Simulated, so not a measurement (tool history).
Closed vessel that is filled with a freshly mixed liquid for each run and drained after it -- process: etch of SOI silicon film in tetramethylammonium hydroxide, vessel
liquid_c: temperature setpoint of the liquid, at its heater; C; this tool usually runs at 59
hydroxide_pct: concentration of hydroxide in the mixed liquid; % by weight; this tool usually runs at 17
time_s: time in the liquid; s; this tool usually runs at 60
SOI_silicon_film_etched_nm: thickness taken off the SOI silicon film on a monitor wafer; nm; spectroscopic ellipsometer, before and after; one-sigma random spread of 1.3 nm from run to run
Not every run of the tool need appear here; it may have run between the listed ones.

run,hour,liquid_c,hydroxide_pct,time_s,"read-back film thickness of the SOI silicon film reference wafer, read on the same gauge (nm)",SOI_silicon_film_etched_nm
1,0,59,17,60,80,189.11
# hour 15.6: hydroxide flow meter replaced
2,33.7,59,17,60,80,182.84
# hour 53: thermometer replaced
3,56.3,59,17,60,79.98,198.13
4,87.3,59,17,60,79.98,200.01
5,105.6,59,17,70,80.03,233.32
6,123.5,59,17,70,79.97,231.91
7,150.5,59,17,60,80.02,197.38
8,173.3,59,17,60,80.02,199.64
9,198.8,59,17,60,79.99,200.01
10,218.7,56,20,35,80.02,91.5
# hour 221.6: gauge calibrated
11,253.1,53,12.5,60,79.98,155.88
12,274.3,57,17,50,80.02,148.03
13,297.4,63,21,45,79.98,177.3
14,317.5,63,17,35,79.99,150.23
15,353.1,59,17,60,80,204.78
16,388.4,59,17,60,80,202.79
17,424.3,59,15,50,79.97,182.56
18,460.2,56,21.5,45,80,115.56
# hour 465.6: hydroxide flow meter replaced
19,549.5,59,17,85,79.99,278.71
20,577.8,59,17,60,80.01,197.08
21,657.4,59,17,60,79.97,196.86
22,678.7,53.5,20.5,95,79.99,207.65
23,699.9,55.5,14,90,80.01,260.94
24,735.5,59,14,75,80,270.94
25,770.3,59,21.5,40,80.01,121.14
26,846.2,59,13.5,60,79.99,220.55
27,900.5,59,17,60,79.98,201.42
28,913.1,61,21.5,85,79.97,291.3
29,936.5,62.5,13,30,79.98,141.42
# hour 953.7: hydroxide flow meter replaced
30,959.4,59,19,60,79.98,183.3
31,981.6,59,13,60,80.03,220.14
32,1007.8,59,17,60,80.01,191.99
33,1048.6,67,12.5,90,80.01,551.9
34,1078.9,63,19.5,45,80,178.17

3 ways to go on from here, each from the tool as it stands after run 34. What would each give?
A,1079.6,59,17,60,?,?
B,1079.6,59,18.5,60,?,?
C,1079.6,59,12,60,?,?

run,"read-back film thickness of the SOI silicon film reference wafer, read on the same gauge (nm)",SOI_silicon_film_etched_nm
A,80,193.73
B,80,187.74
C,80,225.44
With no hidden state in the tool, these same runs would have given:
run,SOI_silicon_film_etched_nm
A,198.31
B,191.77
C,230.43
